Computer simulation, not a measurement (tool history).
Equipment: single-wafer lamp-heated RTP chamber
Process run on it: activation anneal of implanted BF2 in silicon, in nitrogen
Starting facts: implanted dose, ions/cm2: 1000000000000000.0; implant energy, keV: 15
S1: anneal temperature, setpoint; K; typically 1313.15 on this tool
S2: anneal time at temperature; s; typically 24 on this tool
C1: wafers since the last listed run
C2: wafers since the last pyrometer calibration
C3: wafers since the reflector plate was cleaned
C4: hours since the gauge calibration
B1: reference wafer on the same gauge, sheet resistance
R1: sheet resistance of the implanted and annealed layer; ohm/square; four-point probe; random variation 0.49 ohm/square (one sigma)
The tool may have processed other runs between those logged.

| run | day | S1 | S2 | C1 | C2 | C3 | C4 | B1 | R1 |
|---|---|---|---|---|---|---|---|---|---|
| 1 | 0 | 1313.15 | 30 | 0 | 4091 | 1199 | 217.9 | 166.99 | 145.02 |
| 2 | 0.254 | 1335.15 | 16 | 94 | 4186 | 1293 | 224 | 167.11 | 140.46 |
|  | 0.608 | pyrometer window cleaned and pyrometer calibrated |
|  | 0.667 | gauge calibrated |
| 3 | 0.721 | 1335.15 | 16 | 49 | 41 | 1343 | 1.3 | 167.02 | 145.59 |
| 4 | 1.004 | 1335.15 | 16 | 105 | 146 | 1448 | 8.1 | 166.95 | 145.07 |
| 5 | 1.483 | 1313.15 | 24 | 177 | 324 | 1626 | 19.6 | 167.14 | 152.44 |
| 6 | 2.188 | 1313.15 | 24 | 261 | 586 | 1887 | 36.5 | 166.97 | 152.45 |
| 7 | 2.454 | 1313.15 | 31 | 99 | 685 | 1986 | 42.9 | 167.02 | 146.77 |
| 8 | 2.804 | 1313.15 | 31 | 129 | 814 | 2116 | 51.3 | 166.91 | 146.08 |
| 9 | 3.158 | 1323.15 | 24 | 131 | 946 | 2248 | 59.8 | 167.07 | 143.36 |
| 10 | 3.546 | 1323.15 | 24 | 143 | 1090 | 2391 | 69.1 | 167 | 143.4 |
| 11 | 5.267 | 1313.15 | 24 | 638 | 1729 | 3030 | 110.4 | 166.89 | 149.13 |
| 12 | 5.796 | 1313.15 | 24 | 196 | 1925 | 3227 | 123.1 | 166.96 | 148.49 |
| 13 | 6.508 | 1313.15 | 20 | 264 | 2190 | 3491 | 140.2 | 167.1 | 152.16 |
| 14 | 7.062 | 1313.15 | 20 | 205 | 2395 | 3697 | 153.5 | 166.91 | 150.89 |
| 15 | 7.633 | 1313.15 | 20 | 211 | 2607 | 3909 | 167.2 | 166.97 | 150.38 |
| 16 | 7.912 | 1328.15 | 24 | 103 | 2711 | 4013 | 173.9 | 166.99 | 136.81 |
| 17 | 8.592 | 1292.15 | 38 | 252 | 2963 | 4265 | 190.2 | 166.98 | 150.97 |
|  | 9.275 | reflector plate cleaned |
| 18 | 9.296 | 1340.15 | 24 | 137 | 3101 | 8 | 207.1 | 167.06 | 130.77 |
| 19 | 9.438 | 1313.15 | 24 | 52 | 3153 | 60 | 210.5 | 166.97 | 150.74 |
| 20 | 9.7 | 1313.15 | 15 | 97 | 3251 | 158 | 216.8 | 166.89 | 157.26 |
|  | 9.925 | gauge calibrated |
| 21 | 11.012 | 1313.15 | 24 | 487 | 3738 | 645 | 26.1 | 167.08 | 148.6 |
| 22 | 11.371 | 1295.15 | 16 | 133 | 3871 | 778 | 34.7 | 166.98 | 171.94 |
|  | 12.092 | pyrometer window cleaned and pyrometer calibrated |
| 23 | 12.112 | 1288.15 | 24 | 151 | 7 | 930 | 52.5 | 166.97 | 172.97 |
| 24 | 12.471 | 1300.15 | 12 | 133 | 140 | 1063 | 61.1 | 167.1 | 180.86 |
| 25 | 13.171 | 1313.15 | 24 | 259 | 400 | 1322 | 77.9 | 167.11 | 152.17 |
| 26 | 13.779 | 1337.15 | 28 | 225 | 625 | 1548 | 92.5 | 166.91 | 130.42 |
| 27 | 14.033 | 1313.15 | 24 | 94 | 720 | 1643 | 98.6 | 166.99 | 150.73 |
| 28 | 14.517 | 1331.15 | 30 | 179 | 899 | 1822 | 110.2 | 166.9 | 132.98 |
| 29 | 15.125 | 1313.15 | 24 | 225 | 1125 | 2048 | 124.8 | 167.01 | 149.66 |
| 30 | 15.771 | 1330.15 | 38 | 239 | 1365 | 2288 | 140.3 | 167.04 | 128.32 |
| 31 | 16.404 | 1313.15 | 11 | 235 | 1600 | 2523 | 155.5 | 166.87 | 164.32 |
| 32 | 17.029 | 1313.15 | 37 | 232 | 1832 | 2755 | 170.5 | 167.05 | 140.12 |

Each row is a separate what-if for the run after 32, all from the same tool condition, not one after another. Results?
| A | 17.046 | 1313.15 | 24 | 6 | 1838 | 2761 | 170.9 | ? | ? |
| B | 17.046 | 1328.15 | 20 | 6 | 1838 | 2761 | 170.9 | ? | ? |
| C | 17.046 | 1341.15 | 24 | 6 | 1838 | 2761 | 170.9 | ? | ? |
| D | 17.046 | 1328.15 | 36 | 6 | 1838 | 2761 | 170.9 | ? | ? |

| run | B1 | R1 |
|---|---|---|
| A | 167.04 | 148.12 |
| B | 167.04 | 140.26 |
| C | 167.04 | 128.27 |
| D | 167.04 | 129.75 |
With the hidden condition removed and each run's random variation left untouched, the same runs would have given:
| run | R1 |
|---|---|
| A | 156.72 |
| B | 149.07 |
| C | 136.25 |
| D | 138.93 |

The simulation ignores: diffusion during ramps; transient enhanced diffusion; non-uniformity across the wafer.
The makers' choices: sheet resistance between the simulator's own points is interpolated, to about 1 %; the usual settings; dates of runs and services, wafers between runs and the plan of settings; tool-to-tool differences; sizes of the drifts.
